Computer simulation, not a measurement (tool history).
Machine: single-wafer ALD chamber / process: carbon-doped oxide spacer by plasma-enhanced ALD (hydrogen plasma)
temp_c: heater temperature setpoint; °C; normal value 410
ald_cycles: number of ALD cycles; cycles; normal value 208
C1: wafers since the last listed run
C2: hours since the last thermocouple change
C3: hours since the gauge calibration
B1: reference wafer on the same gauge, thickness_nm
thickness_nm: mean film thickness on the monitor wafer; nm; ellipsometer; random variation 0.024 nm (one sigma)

{"run": 1, "hour": 0.0, "temp_c": 410, "ald_cycles": 190, "C1": 0, "C2": 1677.9, "C3": 414.9, "B1": 11.01, "thickness_nm": 8.629}
{"run": 2, "hour": 44.3, "temp_c": 410, "ald_cycles": 190, "C1": 54, "C2": 1722.2, "C3": 459.2, "B1": 11.023, "thickness_nm": 8.628}
{"run": 3, "hour": 130.2, "temp_c": 410, "ald_cycles": 238, "C1": 106, "C2": 1808.1, "C3": 545.1, "B1": 11.011, "thickness_nm": 10.82}
{"run": 4, "hour": 221.5, "temp_c": 410, "ald_cycles": 238, "C1": 113, "C2": 1899.4, "C3": 636.4, "B1": 10.992, "thickness_nm": 10.836}
{"run": 5, "hour": 295.3, "temp_c": 410, "ald_cycles": 238, "C1": 91, "C2": 1973.2, "C3": 710.2, "B1": 10.98, "thickness_nm": 10.807}
{"run": 6, "hour": 399.1, "temp_c": 410, "ald_cycles": 208, "C1": 128, "C2": 2077, "C3": 814, "B1": 10.972, "thickness_nm": 9.463}
{"run": 7, "hour": 475.3, "temp_c": 410, "ald_cycles": 208, "C1": 94, "C2": 2153.2, "C3": 890.2, "B1": 10.941, "thickness_nm": 9.45}
{"hour": 475.7, "done": "gauge calibrated"}
{"run": 8, "hour": 561.9, "temp_c": 410, "ald_cycles": 208, "C1": 107, "C2": 2239.8, "C3": 86.2, "B1": 11.023, "thickness_nm": 9.494}
{"run": 9, "hour": 603.6, "temp_c": 422, "ald_cycles": 248, "C1": 51, "C2": 2281.5, "C3": 127.9, "B1": 11.019, "thickness_nm": 10.979}
{"run": 10, "hour": 645.3, "temp_c": 421, "ald_cycles": 232, "C1": 51, "C2": 2323.2, "C3": 169.6, "B1": 11.014, "thickness_nm": 10.267}
{"run": 11, "hour": 746.2, "temp_c": 410, "ald_cycles": 238, "C1": 125, "C2": 2424.1, "C3": 270.5, "B1": 11.002, "thickness_nm": 10.816}
{"run": 12, "hour": 846.0, "temp_c": 398, "ald_cycles": 231, "C1": 123, "C2": 2523.9, "C3": 370.3, "B1": 10.995, "thickness_nm": 10.854}
{"run": 13, "hour": 928.4, "temp_c": 424, "ald_cycles": 230, "C1": 102, "C2": 2606.3, "C3": 452.7, "B1": 10.981, "thickness_nm": 10.062}
{"hour": 939.8, "done": "thermocouple changed; heater temperature recalibrated"}
{"run": 14, "hour": 1019.6, "temp_c": 410, "ald_cycles": 171, "C1": 103, "C2": 79.8, "C3": 543.9, "B1": 10.961, "thickness_nm": 7.747}
{"run": 15, "hour": 1122.2, "temp_c": 399, "ald_cycles": 188, "C1": 127, "C2": 182.4, "C3": 646.5, "B1": 10.953, "thickness_nm": 8.815}
{"run": 16, "hour": 1192.9, "temp_c": 410, "ald_cycles": 208, "C1": 87, "C2": 253.1, "C3": 717.2, "B1": 10.943, "thickness_nm": 9.405}
{"run": 17, "hour": 1275.7, "temp_c": 401, "ald_cycles": 227, "C1": 102, "C2": 335.9, "C3": 800, "B1": 10.936, "thickness_nm": 10.505}

4 options for the next run, each taken on its own from the tool as it stands now. Forecast them:
{"run": "A", "hour": 1276.4, "temp_c": 410, "ald_cycles": 208, "C1": 0, "C2": 336.6, "C3": 800.7, "B1": "?", "thickness_nm": "?"}
{"run": "B", "hour": 1276.4, "temp_c": 421, "ald_cycles": 208, "C1": 0, "C2": 336.6, "C3": 800.7, "B1": "?", "thickness_nm": "?"}
{"run": "C", "hour": 1276.4, "temp_c": 403, "ald_cycles": 208, "C1": 0, "C2": 336.6, "C3": 800.7, "B1": "?", "thickness_nm": "?"}
{"run": "D", "hour": 1276.4, "temp_c": 410, "ald_cycles": 220, "C1": 0, "C2": 336.6, "C3": 800.7, "B1": "?", "thickness_nm": "?"}

run=A B1=10.947 thickness_nm=9.448
run=B B1=10.947 thickness_nm=9.165
run=C B1=10.947 thickness_nm=9.628
run=D B1=10.947 thickness_nm=9.993
What these runs would have given with no unlogged condition in the tool:
run=A thickness_nm=9.556
run=B thickness_nm=9.27
run=C thickness_nm=9.739
run=D thickness_nm=10.108
